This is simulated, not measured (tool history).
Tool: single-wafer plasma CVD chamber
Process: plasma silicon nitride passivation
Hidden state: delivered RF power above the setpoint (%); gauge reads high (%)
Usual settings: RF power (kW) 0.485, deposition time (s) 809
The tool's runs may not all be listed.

run,hour,RF power (kW),deposition time (s),wafers since the last listed run,hours since the last RF generator calibration,hours since the showerhead was replaced,hours since the gauge calibration,"read-back reference wafer on the same gauge, thickness_nm",mean film thickness on the monitor wafer (nm)
1,0,0.46,809,0,327.4,1958.4,1004.3,1310.443,1257.327
2,89.9,0.415,884,262,417.3,2048.3,1094.2,1309.42,1342.037
3,184.2,0.485,809,275,511.6,2142.6,1188.5,1309.501,1279.166
4,271.6,0.485,809,255,599,2230,1275.9,1309.307,1274.997
5,352.4,0.485,809,236,679.8,2310.8,1356.7,1309.836,1265.477
6,425.9,0.485,809,214,753.3,2384.3,1430.2,1309.123,1263.49
7,474.3,0.485,809,141,801.7,2432.7,1478.6,1311.567,1263.301
8,532.4,0.485,845,169,859.8,2490.8,1536.7,1311.105,1319.956
9,596,0.485,809,185,923.4,2554.4,1600.3,1310.351,1259.061
10,654.2,0.485,809,170,981.6,2612.6,1658.5,1309.855,1248.54
# hour 717.5: RF generator calibrated
11,719.5,0.485,809,167,2,2677.9,1723.8,1310.754,1277.34
# hour 757.5: gauge calibrated
12,767.1,0.485,809,139,49.6,2725.5,9.6,1309.416,1279.708
13,842.5,0.44,766,220,125,2800.9,85,1310.113,1178.742
14,914.7,0.44,766,211,197.2,2873.1,157.2,1311.061,1188.46
15,965.3,0.485,809,147,247.8,2923.7,207.8,1309.597,1281.917
16,1006.5,0.41,946,120,289,2964.9,249,1310.27,1424.729
17,1080.5,0.545,886,216,363,3038.9,323,1310.524,1441.605
18,1119.5,0.485,845,114,402,3077.9,362,1309.419,1330.074
# hour 1230.9: showerhead replaced
19,1380.9,0.575,708,740,663.4,150,623.4,1311.635,1154.468
20,1478.2,0.515,713,284,760.7,247.3,720.7,1309.767,1127.748
21,1516.9,0.575,912,113,799.4,286,759.4,1309.833,1490.948
22,1585.7,0.44,676,201,868.2,354.8,828.2,1309.857,1032.773
23,1658.2,0.45,942,211,940.7,427.3,900.7,1309.281,1451.641
24,1722.3,0.565,809,187,1004.8,491.4,964.8,1311.009,1315.54
# hour 1826.8: RF generator calibrated
25,1827.3,0.445,656,283,0.5,596.4,1069.8,1310.182,1011.303
26,1927.5,0.58,852,292,100.7,696.6,1170,1310.576,1402.191
27,2022.2,0.42,748,276,195.4,791.3,1264.7,1311.967,1131.964
28,2074.2,0.485,809,152,247.4,843.3,1316.7,1307.548,1279.431
29,2167.6,0.485,721,273,340.8,936.7,1410.1,1309.892,1134.71

Measured less the same run without the tool's hidden state. The same run-to-run variation is in both; the gauge's scatter may not be:
run,mean film thickness on the monitor wafer (nm)
1,-3.693
2,-5.201
3,-6.535
4,-8.267
5,-10.068
6,-11.96
7,-13.329
8,-15.774
9,-17.129
10,-19.021
11,-0.178
12,-0.221
13,-0.418
14,-0.805
15,-1.268
16,-1.846
17,-2.835
18,-3.169
19,-7.275
20,-9.334
21,-13.629
22,-11.149
23,-18.437
24,-19.111
25,-4.375
26,-6.267
27,-5.506
28,-6.64
29,-6.771
